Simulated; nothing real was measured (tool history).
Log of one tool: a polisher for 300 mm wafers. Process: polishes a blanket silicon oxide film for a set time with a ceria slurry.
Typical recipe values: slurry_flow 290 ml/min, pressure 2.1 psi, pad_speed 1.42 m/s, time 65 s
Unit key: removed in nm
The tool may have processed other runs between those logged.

| run | hour | slurry_flow | pressure | pad_speed | time | incoming thickness of the incoming film, nm | removed |
|---|---|---|---|---|---|---|---|
| 1 | 0.0 | 290 | 2.1 | 1.42 | 65 | 790.4 | 229.3 |
| 2 | 16.0 | 290 | 2.1 | 1.42 | 65 | 791.7 | 225.7 |
| 3 | 28.8 | 290 | 2.1 | 1.42 | 65 | 779.3 | 229.1 |
| 4 | 49.6 | 290 | 1.7 | 1.14 | 65 | 797.4 | 155.3 |
| 5 | 69.9 | 290 | 1.7 | 1.14 | 65 | 788.4 | 155.7 |
| 6 | 92.8 | 290 | 1.7 | 1.14 | 65 | 787.3 | 154.6 |
|  | 108.3 | worn pad replaced by a new one |
| 7 | 127.8 | 290 | 2.1 | 1.78 | 65 | 777.5 | 284.6 |
| 8 | 143.9 | 290 | 2.6 | 1.42 | 65 | 772.9 | 267.8 |
| 9 | 176.8 | 290 | 2.6 | 1.42 | 65 | 782.9 | 261.3 |
| 10 | 199.6 | 290 | 2.6 | 1.42 | 65 | 785.7 | 261.2 |
| 11 | 223.9 | 290 | 2.1 | 1.42 | 65 | 785.5 | 219.6 |
| 12 | 236.1 | 290 | 2.1 | 1.76 | 65 | 795.3 | 272.3 |
|  | 259.3 | worn pad replaced by a new one |
| 13 | 262.4 | 290 | 2.1 | 1.76 | 65 | 780.8 | 280.2 |
| 14 | 292.0 | 290 | 2.1 | 1.76 | 65 | 784.0 | 273.5 |
| 15 | 322.4 | 355 | 2.4 | 1.88 | 79 | 791.3 | 392.6 |
|  | 333.9 | slurry nozzle cleaned |
| 16 | 354.2 | 385 | 2.4 | 1.68 | 51 | 790.4 | 230.2 |
|  | 367.4 | head pressure recalibrated |
| 17 | 378.3 | 220 | 2.1 | 1.42 | 44 | 795.1 | 152.1 |
|  | 389.0 | worn pad replaced by a new one |
| 18 | 406.0 | 290 | 2.1 | 1.42 | 48 | 793.1 | 169.5 |
| 19 | 428.9 | 290 | 2.1 | 1.78 | 65 | 782.4 | 288.4 |
| 20 | 444.4 | 355 | 2.1 | 1.00 | 55 | 779.8 | 140.2 |
| 21 | 480.0 | 215 | 2.1 | 1.64 | 43 | 784.3 | 169.8 |
|  | 522.9 | worn pad replaced by a new one |
| 22 | 550.7 | 290 | 2.1 | 1.42 | 65 | 797.6 | 225.5 |
| 23 | 564.8 | 290 | 1.6 | 1.42 | 51 | 784.6 | 146.4 |
| 24 | 591.0 | 290 | 2.1 | 1.42 | 65 | 801.2 | 224.9 |
| 25 | 612.2 | 380 | 2.1 | 1.42 | 82 | 783.3 | 290.6 |
| 26 | 642.5 | 290 | 2.1 | 1.84 | 65 | 794.2 | 291.0 |
|  | 663.5 | worn pad replaced by a new one |
| 27 | 674.1 | 290 | 1.9 | 1.42 | 77 | 773.1 | 249.5 |
| 28 | 706.2 | 290 | 2.1 | 1.42 | 65 | 792.9 | 227.6 |

3 options for the next run, each taken on its own from the tool as it stands now. Forecast them:
| A | 706.6 | 290 | 2.1 | 1.66 | 65 | 778.6 | ? |
| B | 706.6 | 200 | 2.1 | 1.74 | 65 | 778.6 | ? |
| C | 706.6 | 290 | 1.6 | 1.42 | 65 | 778.6 | ? |

| run | removed |
|---|---|
| A | 261.3 |
| B | 261.6 |
| C | 182.1 |
The same runs, with their run-to-run variation unchanged, on a tool lacking any hidden condition would have given:
| run | removed |
|---|---|
| A | 270.8 |
| B | 271.2 |
| C | 188.8 |

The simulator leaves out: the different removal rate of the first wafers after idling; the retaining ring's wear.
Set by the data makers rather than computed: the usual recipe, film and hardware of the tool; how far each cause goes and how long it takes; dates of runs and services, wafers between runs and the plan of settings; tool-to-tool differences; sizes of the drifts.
